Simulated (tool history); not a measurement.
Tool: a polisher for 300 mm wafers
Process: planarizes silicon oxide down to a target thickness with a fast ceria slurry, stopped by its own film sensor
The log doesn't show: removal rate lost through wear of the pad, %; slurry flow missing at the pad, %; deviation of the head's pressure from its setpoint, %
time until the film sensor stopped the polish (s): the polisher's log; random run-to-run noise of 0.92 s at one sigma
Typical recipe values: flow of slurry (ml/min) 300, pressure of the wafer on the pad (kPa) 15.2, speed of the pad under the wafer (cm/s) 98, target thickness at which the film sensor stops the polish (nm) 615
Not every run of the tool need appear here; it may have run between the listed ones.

| run | day | flow of slurry (ml/min) | pressure of the wafer on the pad (kPa) | speed of the pad under the wafer (cm/s) | target thickness at which the film sensor stops the polish (nm) | wafers since the last listed run | wafers polished on this pad | hours since the slurry nozzle was cleaned | hours since the head pressure was calibrated | incoming thickness of the incoming film, nm | time until the film sensor stopped the polish (s) |
|---|---|---|---|---|---|---|---|---|---|---|---|
| 1 | 0 | 300 | 15.2 | 98 | 615 | 0 | 6040 | 666.7 | 24.1 | 1330.9 | 74 |
|  | 2.642 | slurry nozzle cleaned |
| 2 | 3.579 | 300 | 15.2 | 98 | 615 | 1074 | 7115 | 22.5 | 110 | 1332.9 | 74.5 |
| 3 | 5.35 | 300 | 15.2 | 98 | 615 | 537 | 7653 | 65 | 152.5 | 1361.5 | 76.8 |
| 4 | 8.367 | 330 | 15.2 | 98 | 693 | 916 | 8570 | 137.4 | 224.9 | 1351.7 | 68.9 |
|  | 10.9 | worn pad replaced by a new one |
| 5 | 12.646 | 330 | 15.2 | 98 | 693 | 1249 | 530 | 240.1 | 327.6 | 1358 | 69.8 |
| 6 | 14.967 | 330 | 15.2 | 98 | 693 | 705 | 1235 | 295.8 | 383.3 | 1330.3 | 67.7 |
| 7 | 17.175 | 300 | 15.2 | 98 | 615 | 670 | 1906 | 348.8 | 436.3 | 1362.1 | 79.7 |
| 8 | 21.442 | 300 | 15.2 | 98 | 615 | 1296 | 3202 | 451.2 | 538.7 | 1341.9 | 77.5 |
| 9 | 24.925 | 300 | 15.2 | 98 | 615 | 1058 | 4260 | 534.8 | 622.3 | 1332.3 | 78.5 |
| 10 | 26.442 | 300 | 15.2 | 98 | 615 | 460 | 4721 | 571.2 | 658.7 | 1334.8 | 81.6 |
|  | 27.658 | head pressure recalibrated |
|  | 28.058 | slurry nozzle cleaned |
| 11 | 28.171 | 300 | 15.2 | 84 | 615 | 487 | 5209 | 2.7 | 12.3 | 1366.5 | 88.2 |
| 12 | 39.75 | 300 | 15.2 | 84 | 615 | 3517 | 8726 | 280.6 | 290.2 | 1345.4 | 87.8 |
| 13 | 41.258 | 300 | 15.2 | 84 | 615 | 458 | 9185 | 316.8 | 326.4 | 1355.6 | 91.5 |
|  | 42.446 | worn pad replaced by a new one |
| 14 | 43.404 | 300 | 15.2 | 98 | 615 | 601 | 291 | 368.3 | 377.9 | 1346.6 | 78.6 |
| 15 | 47.525 | 390 | 15.2 | 110 | 615 | 1251 | 1543 | 467.2 | 476.8 | 1356.4 | 70.4 |
| 16 | 51.508 | 300 | 15.2 | 74 | 615 | 1210 | 2753 | 562.8 | 572.4 | 1328.2 | 104.4 |
| 17 | 53.617 | 235 | 17.2 | 128 | 615 | 640 | 3394 | 613.4 | 623 | 1338.3 | 56.6 |
|  | 54.225 | head pressure recalibrated |
| 18 | 55.488 | 300 | 19.3 | 66 | 699 | 543 | 3937 | 658.3 | 30.3 | 1376.3 | 83.4 |
| 19 | 58.354 | 300 | 12.4 | 68 | 615 | 870 | 4808 | 727.1 | 99.1 | 1344.3 | 130.3 |
| 20 | 60.512 | 265 | 18.6 | 86 | 615 | 655 | 5463 | 778.9 | 150.9 | 1335.7 | 76.4 |
|  | 60.662 | slurry nozzle cleaned |
| 21 | 63.95 | 360 | 17.2 | 82 | 615 | 1031 | 6495 | 78.9 | 233.4 | 1344 | 78.2 |
| 22 | 67.671 | 300 | 11 | 128 | 615 | 1130 | 7626 | 168.2 | 322.7 | 1351.6 | 77.8 |
|  | 67.908 | worn pad replaced by a new one |
| 23 | 70.788 | 230 | 15.2 | 98 | 615 | 896 | 874 | 243 | 397.5 | 1334.2 | 77.7 |
| 24 | 75.233 | 360 | 17.2 | 82 | 615 | 1350 | 2225 | 349.7 | 504.2 | 1351.6 | 81.3 |
| 25 | 78.138 | 300 | 15.2 | 82 | 549 | 882 | 3107 | 419.4 | 573.9 | 1355.6 | 104.5 |
| 26 | 80.462 | 380 | 15.2 | 126 | 615 | 706 | 3813 | 475.2 | 629.7 | 1341.8 | 59.6 |
| 27 | 82.075 | 265 | 15.2 | 98 | 515 | 489 | 4303 | 513.9 | 668.4 | 1376.7 | 92 |
| 28 | 83.679 | 300 | 13.8 | 98 | 695 | 487 | 4791 | 552.4 | 706.9 | 1353.2 | 78.1 |
|  | 86.533 | head pressure recalibrated |
| 29 | 87.258 | 340 | 12.4 | 98 | 615 | 1062 | 5853 | 638.3 | 17.4 | 1343.7 | 86 |
|  | 88.338 | slurry nozzle cleaned |
| 30 | 88.85 | 300 | 15.2 | 98 | 615 | 470 | 6324 | 12.3 | 55.6 | 1343 | 72.3 |
| 31 | 92.388 | 300 | 15.2 | 98 | 512 | 1074 | 7398 | 97.2 | 140.5 | 1365.4 | 84.1 |
| 32 | 96.35 | 300 | 15.2 | 98 | 556 | 1203 | 8602 | 192.3 | 235.6 | 1359.9 | 82.6 |
|  | 96.8 | worn pad replaced by a new one |
| 33 | 98.996 | 245 | 15.2 | 98 | 727 | 753 | 666 | 255.8 | 299.1 | 1350.1 | 65.6 |
| 34 | 100.671 | 300 | 20.7 | 98 | 532 | 508 | 1175 | 296 | 339.3 | 1351.6 | 64.2 |
| 35 | 103.575 | 245 | 15.2 | 98 | 727 | 882 | 2057 | 365.7 | 409 | 1352.5 | 66.4 |
| 36 | 107.483 | 355 | 15.2 | 126 | 695 | 1187 | 3245 | 459.5 | 502.8 | 1339.5 | 52 |
| 37 | 110.829 | 300 | 15.2 | 98 | 615 | 1016 | 4261 | 539.8 | 583.1 | 1369.9 | 81.2 |

Describe how what the log doesn't record of the tool's condition differs between the last listed run preceding each entry between runs and the first listed run following it.
In the gap between runs 1 and 2: slurry nozzle cleaned (day 2.642)
  slurry flow missing at the pad, %: 42.1 -> 2.09; deviation of the head's pressure from its setpoint, %: -2.43 -> -5.16
  measured value less the no-hidden-state value, time until the film sensor stopped the polish (s): +5.1 -> +3.6
In the gap between runs 4 and 5: worn pad replaced by a new one (day 10.9)
  slurry flow missing at the pad, %: 3.62 -> 6.86; deviation of the head's pressure from its setpoint, %: -7.54 -> -8.87
  measured value less the no-hidden-state value, time until the film sensor stopped the polish (s): +4.8 -> +5.8
In the gap between runs 10 and 11: head pressure recalibrated (day 27.658); slurry nozzle cleaned (day 28.058)
  slurry flow missing at the pad, %: 29.3 -> 2.2; deviation of the head's pressure from its setpoint, %: -10.7 -> -1.56
  measured value less the no-hidden-state value, time until the film sensor stopped the polish (s): +10 -> +1.4
In the gap between runs 13 and 14: worn pad replaced by a new one (day 42.446)
  slurry flow missing at the pad, %: 10.6 -> 13.5; deviation of the head's pressure from its setpoint, %: -8.45 -> -8.92
  measured value less the no-hidden-state value, time until the film sensor stopped the polish (s): +7.6 -> +7.1
In the gap between runs 17 and 18: head pressure recalibrated (day 54.225)
  slurry flow missing at the pad, %: 33.6 -> 38.4; deviation of the head's pressure from its setpoint, %: -10.2 -> -0.965
  measured value less the no-hidden-state value, time until the film sensor stopped the polish (s): +7.4 -> +4.3
In the gap between runs 20 and 21: slurry nozzle cleaned (day 60.662)
  slurry flow missing at the pad, %: 52.9 -> 1.88; deviation of the head's pressure from its setpoint, %: -4.45 -> -5.98
  measured value less the no-hidden-state value, time until the film sensor stopped the polish (s): +8.8 -> +4.3
In the gap between runs 22 and 23: worn pad replaced by a new one (day 67.908)
  slurry flow missing at the pad, %: 3.72 -> 6.29; deviation of the head's pressure from its setpoint, %: -7.12 -> -7.79
  measured value less the no-hidden-state value, time until the film sensor stopped the polish (s): +5.1 -> +5.8
In the gap between runs 28 and 29: head pressure recalibrated (day 86.533)
  slurry flow missing at the pad, %: 26.9 -> 35.4; deviation of the head's pressure from its setpoint, %: -9.07 -> 0.886
  measured value less the no-hidden-state value, time until the film sensor stopped the polish (s): +8.3 -> +2.3
In the gap between runs 29 and 30: slurry nozzle cleaned (day 88.338)
  slurry flow missing at the pad, %: 35.4 -> 2.31; deviation of the head's pressure from its setpoint, %: 0.886 -> -0.497
  measured value less the no-hidden-state value, time until the film sensor stopped the polish (s): +2.3 -> +0.5
In the gap between runs 32 and 33: worn pad replaced by a new one (day 96.8)
  slurry flow missing at the pad, %: 5.39 -> 7.77; deviation of the head's pressure from its setpoint, %: -4.65 -> -5.5
  measured value less the no-hidden-state value, time until the film sensor stopped the polish (s): +3.7 -> +3.7
